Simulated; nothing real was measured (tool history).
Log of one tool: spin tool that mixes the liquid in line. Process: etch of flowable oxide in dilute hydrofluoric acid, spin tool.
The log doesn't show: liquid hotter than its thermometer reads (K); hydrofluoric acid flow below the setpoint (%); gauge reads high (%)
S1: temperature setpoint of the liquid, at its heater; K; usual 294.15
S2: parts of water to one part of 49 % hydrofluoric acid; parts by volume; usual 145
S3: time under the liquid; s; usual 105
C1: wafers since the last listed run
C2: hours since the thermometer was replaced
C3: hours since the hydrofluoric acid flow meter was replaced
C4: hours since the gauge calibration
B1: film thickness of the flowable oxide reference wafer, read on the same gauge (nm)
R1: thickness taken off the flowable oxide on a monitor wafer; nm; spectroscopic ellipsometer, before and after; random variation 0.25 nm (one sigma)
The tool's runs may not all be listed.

run    hour      S1   S2   S3    C1      C2      C3      C4     B1     R1
  1       0  294.15  195  105     0    1753   475.8   442.2  69.99  17.94
  2    66.9  294.15  145  105   506  1819.9   542.7   509.1  69.99  25.33
  3   141.8  294.15  145  105   567  1894.8   617.6     584  69.96  25.11
  4   237.2  294.15  145  105   722  1990.2     713   679.4     70   24.8
  5   290.4  294.15  145  105   403  2043.4   766.2   732.6     70  25.32
  6   381.1  294.15  145  105   687  2134.1   856.9   823.3     70  25.05
  7   458.1  294.15  145  105   583  2211.1   933.9   900.3     70  24.87
  8   515.5  294.15  145  105   434  2268.5   991.3   957.7  70.03  24.41
  9   552.2  294.15  145  105   278  2305.2    1028   994.4  69.97  24.21
      598.7  -- thermometer replaced
 10   654.7  294.15  145  105   769      56  1130.5  1096.9  69.97  24.72
 11   716.3  294.15  145  105   466   117.6  1192.1  1158.5  70.02  24.02
 12   816.3  291.65  130  105   757   217.6  1292.1  1258.5     70  24.55
 13   852.4  291.65  130  105   273   253.7  1328.2  1294.6  69.98  24.28
 14   926.6  294.15  145  105   562   327.9  1402.4  1368.8  70.01  23.78
 15   984.3  298.65   75   75   437   385.6  1460.1  1426.5  69.99  42.13
 16  1034.7  294.15  145  105   381     436  1510.5  1476.9  69.99  23.35
       1110  -- hydrofluoric acid flow meter replaced
 17  1257.4  294.15  145  105  1679   658.7   147.4  1699.6  69.99  26.68
 18  1337.1  297.15  100  140   603   738.4   227.1  1779.3  70.02  61.32
 19  1389.6  294.15  145  105   397   790.9   279.6  1831.8  69.99  25.76
 20  1468.2  294.15  100   85   595   869.5   358.2  1910.4  70.04  32.11
 21  1550.4  296.15  105  130   622   951.7   440.4  1992.6  69.97  50.96
 22    1611  292.65  110   80   459  1012.3     501  2053.2  69.96  25.19
     1624.9  -- gauge calibrated
 23  1700.6  290.15  105  145   678  1101.9   590.6    75.7     70  43.55
 24  1794.2  296.65  145   80   709  1195.5   684.2   169.3     70  21.33
 25  1901.2  294.15  145  105   810  1302.5   791.2   276.3     70  25.27
 26  1983.7  294.15  145  105   625    1385   873.7   358.8  69.98  24.85
 27    2023  297.15  100  140   297  1424.3     913   398.1  69.98  57.47
 28    2119  294.15  145  105   727  1520.3    1009   494.1  70.04  24.99
 29  2191.2  294.15  145  105   547  1592.5  1081.2   566.3  69.97  24.53
 30  2288.7  294.15  125  165   738    1690  1178.7   663.8  70.01  46.24
 31  2382.5  296.65  100  130   710  1783.8  1272.5   757.6  70.02  50.97
     2441.6  -- hydrofluoric acid flow meter replaced
 32  2449.4  290.15  145  150   499  1850.7     7.8   824.5     70  32.33
 33  2538.2  298.15  110  105   672  1939.5    96.6   913.3  69.99  41.56
 34  2617.8  295.65  165  155   603  2019.1   176.2   992.9  69.99  35.03

What the log doesn't show, run by run:
liquid hotter than its thermometer reads (K): 0 in every run
gauge reads high (%): 0 in every run
H1: hydrofluoric acid flow below the setpoint (%)
run    H1
  1  4.35
  2  4.76
  3  5.22
  4  5.81
  5  6.13
  6  6.69
  7  7.17
  8  7.52
  9  7.75
 10  8.38
 11  8.76
 12  9.37
 13  9.59
 14  10.1
 15  10.4
 16  10.7
 17  1.22
 18  1.71
 19  2.04
 20  2.52
 21  3.02
 22   3.4
 23  3.95
 24  4.53
 25  5.18
 26  5.69
 27  5.93
 28  6.52
 29  6.97
 30  7.57
 31  8.15
 32  1.85
 33   2.4
 34  2.89
